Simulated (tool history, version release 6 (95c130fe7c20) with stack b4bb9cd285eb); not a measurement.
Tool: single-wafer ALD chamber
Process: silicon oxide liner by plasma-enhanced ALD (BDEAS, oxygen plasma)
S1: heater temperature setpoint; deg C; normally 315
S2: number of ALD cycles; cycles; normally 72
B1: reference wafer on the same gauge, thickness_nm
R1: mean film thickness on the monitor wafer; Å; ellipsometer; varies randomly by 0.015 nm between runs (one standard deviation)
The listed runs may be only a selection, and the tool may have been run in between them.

run 1 hour=0 | S1=312 S2=72 | B1=5.492 | R1=60.28
run 2 hour=58.8 | S1=315 S2=72 | B1=5.49 | R1=60.09
run 3 hour=119.8 | S1=315 S2=72 | B1=5.492 | R1=59.95
run 4 hour=148.8 | S1=315 S2=72 | B1=5.491 | R1=60.17
run 5 hour=201.5 | S1=315 S2=72 | B1=5.493 | R1=60.04
run 6 hour=226.4 | S1=304 S2=68 | B1=5.493 | R1=57.63
run 7 hour=284.4 | S1=310 S2=72 | B1=5.488 | R1=60.2
run 8 hour=335 | S1=315 S2=72 | B1=5.481 | R1=60.08
run 9 hour=385.9 | S1=325 S2=64 | B1=5.49 | R1=52.32
run 10 hour=422.5 | S1=320 S2=72 | B1=5.491 | R1=59.58
run 11 hour=478.4 | S1=320 S2=72 | B1=5.494 | R1=59.56
run 12 hour=561.7 | S1=320 S2=72 | B1=5.485 | R1=59.53
-- hour=586.6 thermocouple changed; heater temperature recalibrated
run 13 hour=704.2 | S1=315 S2=72 | B1=5.487 | R1=60.73
run 14 hour=767 | S1=315 S2=72 | B1=5.493 | R1=60.51
-- hour=801 gauge calibrated
run 15 hour=822 | S1=315 S2=72 | B1=5.493 | R1=60.41
run 16 hour=893.4 | S1=315 S2=83 | B1=5.492 | R1=69.37
run 17 hour=929.2 | S1=315 S2=72 | B1=5.494 | R1=60.37
run 18 hour=986.2 | S1=315 S2=72 | B1=5.481 | R1=60.36
run 19 hour=1024 | S1=322 S2=72 | B1=5.484 | R1=59.66
run 20 hour=1048.3 | S1=322 S2=72 | B1=5.484 | R1=59.43
run 21 hour=1083.7 | S1=322 S2=72 | B1=5.486 | R1=59.71
run 22 hour=1132.2 | S1=319 S2=72 | B1=5.492 | R1=59.94
run 23 hour=1170.3 | S1=315 S2=72 | B1=5.491 | R1=60.37
run 24 hour=1240.7 | S1=315 S2=85 | B1=5.487 | R1=71.04
run 25 hour=1287.2 | S1=320 S2=84 | B1=5.489 | R1=69.35
run 26 hour=1334.3 | S1=310 S2=85 | B1=5.494 | R1=71.23
run 27 hour=1362.3 | S1=310 S2=68 | B1=5.494 | R1=57.14
run 28 hour=1402.3 | S1=322 S2=72 | B1=5.485 | R1=59.18
run 29 hour=1431.9 | S1=303 S2=63 | B1=5.493 | R1=53.76
run 30 hour=1457.7 | S1=304 S2=72 | B1=5.488 | R1=61.18
run 31 hour=1529 | S1=315 S2=76 | B1=5.492 | R1=63.26
-- hour=1552.1 thermocouple changed; heater temperature recalibrated
run 32 hour=1575.9 | S1=315 S2=68 | B1=5.489 | R1=57.29
run 33 hour=1629.3 | S1=315 S2=72 | B1=5.492 | R1=60.56
run 34 hour=1672 | S1=329 S2=84 | B1=5.485 | R1=68.93
run 35 hour=1709.8 | S1=301 S2=77 | B1=5.487 | R1=65.79
run 36 hour=1767.9 | S1=328 S2=63 | B1=5.489 | R1=51.55
run 37 hour=1808.9 | S1=315 S2=77 | B1=5.491 | R1=64.44
run 38 hour=1851.5 | S1=320 S2=86 | B1=5.497 | R1=70.98
run 39 hour=1900.6 | S1=321 S2=81 | B1=5.482 | R1=67.13
run 40 hour=1950.1 | S1=324 S2=60 | B1=5.486 | R1=49.38
run 41 hour=1987.6 | S1=308 S2=63 | B1=5.491 | R1=53.29
run 42 hour=2049.5 | S1=315 S2=72 | B1=5.496 | R1=60.44
run 43 hour=2078.8 | S1=330 S2=72 | B1=5.492 | R1=58.84
run 44 hour=2103.6 | S1=303 S2=80 | B1=5.489 | R1=67.83
run 45 hour=2172.2 | S1=315 S2=66 | B1=5.492 | R1=55.27
run 46 hour=2364.4 | S1=300 S2=63 | B1=5.491 | R1=53.79

What if the next run were any one of these 5? Each begins from the tool's condition after run 46:
run A hour=2364.9 | S1=303 S2=72 | B1=? | R1=?
run B hour=2364.9 | S1=323 S2=86 | B1=? | R1=?
run C hour=2364.9 | S1=315 S2=81 | B1=? | R1=?
run D hour=2364.9 | S1=304 S2=64 | B1=? | R1=?
run E hour=2364.9 | S1=326 S2=62 | B1=? | R1=?

run=A B1=5.492 R1=60.97
run=B B1=5.492 R1=70.59
run=C B1=5.492 R1=67.33
run=D B1=5.492 R1=54.11
run=E B1=5.492 R1=50.65
Without the tool's hidden state the same runs would have given:
run=A R1=61.54
run=B R1=71.27
run=C R1=67.97
run=D R1=54.62
run=E R1=51.14
